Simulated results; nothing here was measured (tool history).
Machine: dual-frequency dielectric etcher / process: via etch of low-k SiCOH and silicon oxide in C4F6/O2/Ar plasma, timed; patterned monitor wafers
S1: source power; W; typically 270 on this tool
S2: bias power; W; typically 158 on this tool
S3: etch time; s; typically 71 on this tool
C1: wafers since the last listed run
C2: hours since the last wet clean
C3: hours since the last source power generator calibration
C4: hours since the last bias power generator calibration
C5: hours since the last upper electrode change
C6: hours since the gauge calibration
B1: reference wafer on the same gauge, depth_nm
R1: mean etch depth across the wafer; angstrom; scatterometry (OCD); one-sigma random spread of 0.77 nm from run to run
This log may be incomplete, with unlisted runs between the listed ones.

run    hour   S1   S2    S3   C1     C2      C3      C4      C5      C6     B1    R1
  1       0  270  158  78.5    0  452.1    4281  3844.9  2425.9  1648.3  110.2  1592
  2    32.6  250  158    71  310  484.7  4313.6  3877.5  2458.5  1680.9  110.1  1416
         83  -- upper electrode replaced
  3    90.1  270  158    71  319  542.2  4371.1    3935     7.1  1738.4    110  1445
      115.5  -- wet clean of the chamber
  4   120.2  270  158    71   58    4.7  4401.2  3965.1    37.2  1768.5  109.9  1363
  5   146.7  270  158    71  252   31.2  4427.7  3991.6    63.7    1795    110  1379
  6     184  270  158    71  355   68.5    4465  4028.9     101  1832.3  110.1  1374
  7   208.4  270  189    71  232   92.9  4489.4  4053.3   125.4  1856.7  109.8  1470
  8   270.9  270  158    71  596  155.4  4551.9  4115.8   187.9  1919.2  110.1  1390
      319.9  -- source power generator calibrated
  9   324.6  270  158    71  474  209.1     4.7  4169.5   241.6  1972.9    110  1401
 10   367.1  320  168    88  405  251.6    47.2    4212   284.1  2015.4    110  1851
      409.6  -- bias power generator calibrated
 11   438.2  270  158  62.5  639  322.7   118.3    28.6   355.2  2086.5    110  1243
 12   464.7  230  138    92  252  349.2   144.8    55.1   381.7    2113  110.2  1673
 13   522.7  270  158    71  553  407.2   202.8   113.1   439.7    2171  109.8  1425
 14   585.6  220  124    80  599  470.1   265.7     176   502.6  2233.9  109.8  1412
      612.5  -- gauge calibrated
 15     634  270  158    71  461  518.5   314.1   224.4     551    21.5  110.1  1447
 16   663.8  250  188  52.5  284  548.3   343.9   254.2   580.8    51.3    110  1119
      697.2  -- wet clean of the chamber
 17   722.9  320  183  82.5  334   25.7     403   313.3   639.9   110.4  110.1  1760
 18   785.6  270  158    71  598   88.4   465.7     376   702.6   173.1    110  1389
 19   853.8  270  158    71  650  156.6   533.9   444.2   770.8   241.3  110.1  1383
 20   880.9  210  158    71  258  183.7     561   471.3   797.9   268.4  109.9  1318
 21   905.8  330  147    81  237  208.6   585.9   496.2   822.8   293.3  110.1  1660
 22   960.2  270  158    71  518    263   640.3   550.6   877.2   347.7    110  1419
 23  1011.5  320  182    71  489  314.3   691.6   601.9   928.5     399  110.2  1556
 24  1075.8  270  129    71  613  378.6   755.9   666.2   992.8   463.3  109.8  1327
 25  1108.5  270  158    71  311  411.3   788.6   698.9  1025.5     496  110.1  1429
 26  1145.1  270  158    71  349  447.9   825.2   735.5  1062.1   532.6  110.1  1435
 27  1176.9  290  137    61  303  479.7     857   767.3  1093.9   564.4    110  1202
 28  1237.2  200  194    92  575    540   917.3   827.6  1154.2   624.7    110  1865
 29  1306.7  270  182    80  662  609.5   986.8   897.1  1223.7   694.2  110.1  1715
     1330.7  -- wet clean of the chamber
 30    1366  230  140    92  336   35.3  1046.1   956.4    1283   753.5  110.1  1652
 31  1418.4  270  158    71  499   87.7  1098.5  1008.8  1335.4   805.9    110  1376

Hidden state, per run?
source power that arrives over what is set, %: 0 in every run
bias power that arrives over what is set, %: 0 in every run
gauge reads high (%): 0 in every run
H1: etch rate over this chamber's usual, %
run       H1
  1     4.13
  2     4.43
  3     4.97
  4  -0.0431
  5    0.206
  6    0.556
  7    0.785
  8     1.37
  9     1.88
 10     2.27
 11     2.94
 12     3.19
 13     3.73
 14     4.32
 15     4.78
 16     5.06
 17    0.507
 18      1.1
 19     1.74
 20     1.99
 21     2.22
 22     2.73
 23     3.22
 24     3.82
 25     4.13
 26     4.47
 27     4.77
 28     5.33
 29     5.99
 30    0.902
 31     1.39

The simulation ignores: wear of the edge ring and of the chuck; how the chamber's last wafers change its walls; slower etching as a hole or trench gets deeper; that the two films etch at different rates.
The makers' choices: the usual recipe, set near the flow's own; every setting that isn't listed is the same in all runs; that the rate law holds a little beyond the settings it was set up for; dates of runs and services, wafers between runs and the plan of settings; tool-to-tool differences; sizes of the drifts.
